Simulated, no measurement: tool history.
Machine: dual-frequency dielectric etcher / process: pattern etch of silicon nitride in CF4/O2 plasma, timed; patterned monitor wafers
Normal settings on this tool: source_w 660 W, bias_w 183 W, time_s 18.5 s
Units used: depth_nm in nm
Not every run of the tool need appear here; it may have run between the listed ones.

run,day,source_w,bias_w,time_s,"read-back reference wafer on the same gauge, depth_nm",depth_nm
1,0,660,183,18.5,50.24,49.11
2,2.533,660,183,18.5,50.2,49.09
3,5.029,660,183,18.5,50.18,48.79
4,7.271,660,183,18.5,50.21,48.62
# day 10.383: wet clean of the chamber
5,11.288,660,183,18.5,50.02,48.99
6,14.508,610,183,16,49.96,39.65
7,18.975,660,183,20.5,49.78,53.59
8,31.417,780,147,18.5,49.35,49.04
9,34.171,500,183,20.5,49.29,44.73
10,38.146,660,183,21.5,49.13,55.8
11,40.821,730,162,23.5,49.08,61.1
12,43.012,610,140,20.5,48.94,44.84
# day 44.175: wet clean of the chamber
13,45.817,660,183,18.5,48.9,47.96
14,49.9,660,183,18.5,48.8,47.47
15,52.679,790,159,22.5,48.78,61.32
16,55.554,660,218,18.5,48.68,50.44
17,57.779,660,183,18.5,48.61,47.37
18,63.688,660,197,14,48.31,36.81
19,67.467,660,183,18.5,48.21,47.01
# day 67.962: gauge calibrated
20,70.8,660,225,18.5,51.23,54.69
21,74.667,750,156,21,51.2,57.21
# day 78.271: bias power generator calibrated
22,78.833,660,155,15,51,37.43
# day 79.562: source power generator calibrated
# day 83.079: upper electrode replaced
# day 83.65: wet clean of the chamber
23,87.833,660,183,16,50.69,43.06
24,91.504,660,143,18.5,50.61,44.14
25,93.479,660,183,18.5,50.59,48.97
26,96.921,660,211,18.5,50.52,52.3
27,100.833,660,145,18.5,50.38,44.2
28,105.212,760,183,18.5,50.29,53.98
29,116.217,660,183,18.5,49.84,48.61
30,118.45,660,183,18.5,49.81,48.21

Predict each of these 4 candidate next runs independently; none follows another, all start after run 30:
A,118.467,570,183,18.5,?,?
B,118.467,530,142,20,?,?
C,118.467,530,183,20,?,?
D,118.467,540,183,18.5,?,?

run,"read-back reference wafer on the same gauge, depth_nm",depth_nm
A,49.76,44.24
B,49.76,40.94
C,49.76,45.73
D,49.76,42.79
Without the tool's unlogged condition, the same runs would have read:
run,depth_nm
A,45.29
B,41.9
C,46.8
D,43.79

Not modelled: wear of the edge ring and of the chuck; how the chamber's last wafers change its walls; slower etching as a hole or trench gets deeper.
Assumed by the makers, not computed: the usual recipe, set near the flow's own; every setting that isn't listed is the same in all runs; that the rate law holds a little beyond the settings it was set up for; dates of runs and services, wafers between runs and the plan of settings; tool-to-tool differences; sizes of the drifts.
